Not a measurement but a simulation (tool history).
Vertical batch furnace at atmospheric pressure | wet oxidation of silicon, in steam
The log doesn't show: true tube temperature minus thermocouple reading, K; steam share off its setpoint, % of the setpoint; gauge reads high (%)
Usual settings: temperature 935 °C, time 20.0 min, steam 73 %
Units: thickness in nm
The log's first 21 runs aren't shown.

run,hour,temperature,time,steam,wafers since the last listed run,hours since the last temperature calibration,hours since the steam generator was serviced,hours since the gauge calibration,"read-back reference wafer on the same gauge, thickness",thickness
22,511.7,935,20.0,73,117,1363.6,179.9,177.6,94.95,77.67
23,541.3,949,20.0,81,263,1393.2,209.5,207.2,94.93,99.07
24,556.3,960,14.0,80,133,1408.2,224.5,222.2,94.89,82.36
25,649.2,935,20.0,73,827,1501.1,317.4,315.1,94.86,78.59
26,661.4,935,20.0,73,108,1513.3,329.6,327.3,94.98,77.06
# hour 758.8: thermocouples replaced and temperature profile calibrated
27,759.3,957,20.0,82,657,0.5,427.5,425.2,94.87,109.09
28,776.2,945,20.0,73,150,17.4,444.4,442.1,94.85,85.90
29,792.7,923,20.0,73,146,33.9,460.9,458.6,94.98,67.80
30,805.9,935,11.0,69,117,47.1,474.1,471.8,94.93,45.94
31,837.8,925,25.5,77,283,79.0,506.0,503.7,94.90,88.04
32,870.5,935,20.0,73,291,111.7,538.7,536.4,94.92,77.41
33,894.6,935,20.0,73,214,135.8,562.8,560.5,94.83,77.96
34,917.9,935,20.0,73,207,159.1,586.1,583.8,94.87,76.58
35,949.6,925,20.0,73,282,190.8,617.8,615.5,94.87,68.92
36,971.3,953,14.0,68,193,212.5,639.5,637.2,94.90,67.65

Forecast each of these 5 alternatives for the next run:
A,975.9,935,20.0,73,40,217.1,644.1,641.8,?,?
B,975.9,935,12.0,73,40,217.1,644.1,641.8,?,?
C,975.9,935,11.0,78,40,217.1,644.1,641.8,?,?
D,975.9,956,23.5,69,40,217.1,644.1,641.8,?,?
E,975.9,924,16.0,63,40,217.1,644.1,641.8,?,?

run,"read-back reference wafer on the same gauge, thickness",thickness
A,94.82,77.65
B,94.82,51.85
C,94.82,51.03
D,94.82,106.49
E,94.82,51.51
Without the tool's hidden state the same runs would have given:
run,thickness
A,79.68
B,53.13
C,52.29
D,109.27
E,52.79

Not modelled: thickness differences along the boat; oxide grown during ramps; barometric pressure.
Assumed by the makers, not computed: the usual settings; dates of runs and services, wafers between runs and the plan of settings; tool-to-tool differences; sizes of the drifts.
